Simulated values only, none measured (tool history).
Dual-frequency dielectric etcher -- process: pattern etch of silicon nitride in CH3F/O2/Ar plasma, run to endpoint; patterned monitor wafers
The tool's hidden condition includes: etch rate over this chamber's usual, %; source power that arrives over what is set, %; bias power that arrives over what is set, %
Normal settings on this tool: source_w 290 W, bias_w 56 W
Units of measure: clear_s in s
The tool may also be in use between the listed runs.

| run | day | source_w | bias_w | wafers since the last listed run | hours since the last wet clean | hours since the last source power generator calibration | hours since the last bias power generator calibration | hours since the last upper electrode change | incoming incoming film thickness, nm | clear_s |
|---|---|---|---|---|---|---|---|---|---|---|
| 1 | 0.000 | 290 | 56 | 0 | 242.4 | 4444.8 | 2417.1 | 4292.7 | 36.28 | 69.7 |
| 2 | 0.692 | 290 | 56 | 213 | 259.0 | 4461.4 | 2433.7 | 4309.3 | 36.57 | 69.5 |
| 3 | 0.983 | 290 | 56 | 89 | 266.0 | 4468.4 | 2440.7 | 4316.3 | 36.29 | 67.2 |
| 4 | 1.575 | 290 | 56 | 182 | 280.2 | 4482.6 | 2454.9 | 4330.5 | 36.51 | 68.0 |
| 5 | 2.321 | 290 | 56 | 229 | 298.1 | 4500.5 | 2472.8 | 4348.4 | 36.57 | 69.0 |
| 6 | 2.962 | 290 | 56 | 197 | 313.5 | 4515.9 | 2488.2 | 4363.8 | 36.23 | 68.5 |
| 7 | 3.654 | 290 | 56 | 213 | 330.1 | 4532.5 | 2504.8 | 4380.4 | 36.47 | 68.8 |
| 8 | 3.962 | 290 | 56 | 95 | 337.5 | 4539.9 | 2512.2 | 4387.8 | 36.21 | 68.3 |
| 9 | 4.608 | 290 | 56 | 199 | 353.0 | 4555.4 | 2527.7 | 4403.3 | 36.45 | 69.1 |
| 10 | 4.929 | 290 | 56 | 98 | 360.7 | 4563.1 | 2535.4 | 4411.0 | 36.65 | 69.5 |
| 11 | 5.233 | 290 | 56 | 93 | 368.0 | 4570.4 | 2542.7 | 4418.3 | 36.82 | 69.8 |
|  | 5.750 | source power generator calibrated |
| 12 | 6.171 | 290 | 56 | 237 | 390.5 | 10.1 | 2565.2 | 4440.8 | 36.44 | 67.7 |
| 13 | 6.421 | 290 | 56 | 77 | 396.5 | 16.1 | 2571.2 | 4446.8 | 35.86 | 67.5 |
|  | 7.512 | upper electrode replaced |
|  | 7.746 | wet clean of the chamber |
| 14 | 7.767 | 270 | 56 | 35 | 0.5 | 48.4 | 2603.5 | 6.1 | 36.42 | 70.0 |
| 15 | 7.779 | 270 | 56 | 3 | 0.8 | 48.7 | 2603.8 | 6.4 | 36.24 | 70.6 |
| 16 | 8.042 | 290 | 61 | 80 | 7.1 | 55.0 | 2610.1 | 12.7 | 36.76 | 66.5 |
| 17 | 8.529 | 340 | 64 | 150 | 18.8 | 66.7 | 2621.8 | 24.4 | 36.70 | 62.9 |
| 18 | 9.025 | 290 | 69 | 152 | 30.7 | 78.6 | 2633.7 | 36.3 | 36.48 | 65.8 |
| 19 | 9.392 | 290 | 56 | 113 | 39.5 | 87.4 | 2642.5 | 45.1 | 36.77 | 69.0 |
| 20 | 9.938 | 330 | 48 | 168 | 52.6 | 100.5 | 2655.6 | 58.2 | 36.37 | 68.3 |
| 21 | 10.550 | 250 | 67 | 188 | 67.3 | 115.2 | 2670.3 | 72.9 | 36.08 | 67.3 |
| 22 | 11.042 | 340 | 66 | 151 | 79.1 | 127.0 | 2682.1 | 84.7 | 36.27 | 62.5 |
| 23 | 11.608 | 230 | 64 | 174 | 92.7 | 140.6 | 2695.7 | 98.3 | 36.55 | 70.8 |
| 24 | 11.904 | 340 | 60 | 91 | 99.8 | 147.7 | 2702.8 | 105.4 | 36.26 | 63.7 |
|  | 12.158 | bias power generator calibrated |
| 25 | 12.592 | 290 | 56 | 160 | 116.3 | 164.2 | 10.4 | 121.9 | 36.03 | 69.1 |
| 26 | 13.133 | 330 | 56 | 166 | 129.3 | 177.2 | 23.4 | 134.9 | 36.47 | 66.2 |
| 27 | 13.388 | 350 | 56 | 78 | 135.4 | 183.3 | 29.5 | 141.0 | 36.30 | 63.5 |
| 28 | 13.875 | 290 | 56 | 150 | 147.1 | 195.0 | 41.2 | 152.7 | 36.07 | 67.9 |
| 29 | 14.488 | 290 | 56 | 188 | 161.8 | 209.7 | 55.9 | 167.4 | 36.16 | 69.5 |
| 30 | 14.796 | 330 | 66 | 95 | 169.2 | 217.1 | 63.3 | 174.8 | 36.65 | 63.9 |
| 31 | 15.404 | 360 | 56 | 187 | 183.8 | 231.7 | 77.9 | 189.4 | 36.23 | 64.0 |
| 32 | 15.988 | 330 | 46 | 179 | 197.8 | 245.7 | 91.9 | 203.4 | 36.41 | 68.7 |
| 33 | 16.433 | 330 | 63 | 137 | 208.5 | 256.4 | 102.6 | 214.1 | 36.29 | 63.0 |

Each row is a separate what-if for the run after 33, all from the same tool condition, not one after another. Results?
| A | 16.450 | 290 | 56 | 5 | 208.9 | 256.8 | 103.0 | 214.5 | 36.20 | ? |
| B | 16.450 | 270 | 43 | 5 | 208.9 | 256.8 | 103.0 | 214.5 | 36.20 | ? |
| C | 16.450 | 250 | 50 | 5 | 208.9 | 256.8 | 103.0 | 214.5 | 36.20 | ? |
| D | 16.450 | 340 | 56 | 5 | 208.9 | 256.8 | 103.0 | 214.5 | 36.20 | ? |
| E | 16.450 | 320 | 69 | 5 | 208.9 | 256.8 | 103.0 | 214.5 | 36.20 | ? |

| run | clear_s |
|---|---|
| A | 67.0 |
| B | 72.9 |
| C | 72.0 |
| D | 63.7 |
| E | 61.5 |
Without the tool's unlogged condition, the same runs would have read:
| run | clear_s |
|---|---|
| A | 67.0 |
| B | 72.9 |
| C | 72.0 |
| D | 63.7 |
| E | 61.5 |

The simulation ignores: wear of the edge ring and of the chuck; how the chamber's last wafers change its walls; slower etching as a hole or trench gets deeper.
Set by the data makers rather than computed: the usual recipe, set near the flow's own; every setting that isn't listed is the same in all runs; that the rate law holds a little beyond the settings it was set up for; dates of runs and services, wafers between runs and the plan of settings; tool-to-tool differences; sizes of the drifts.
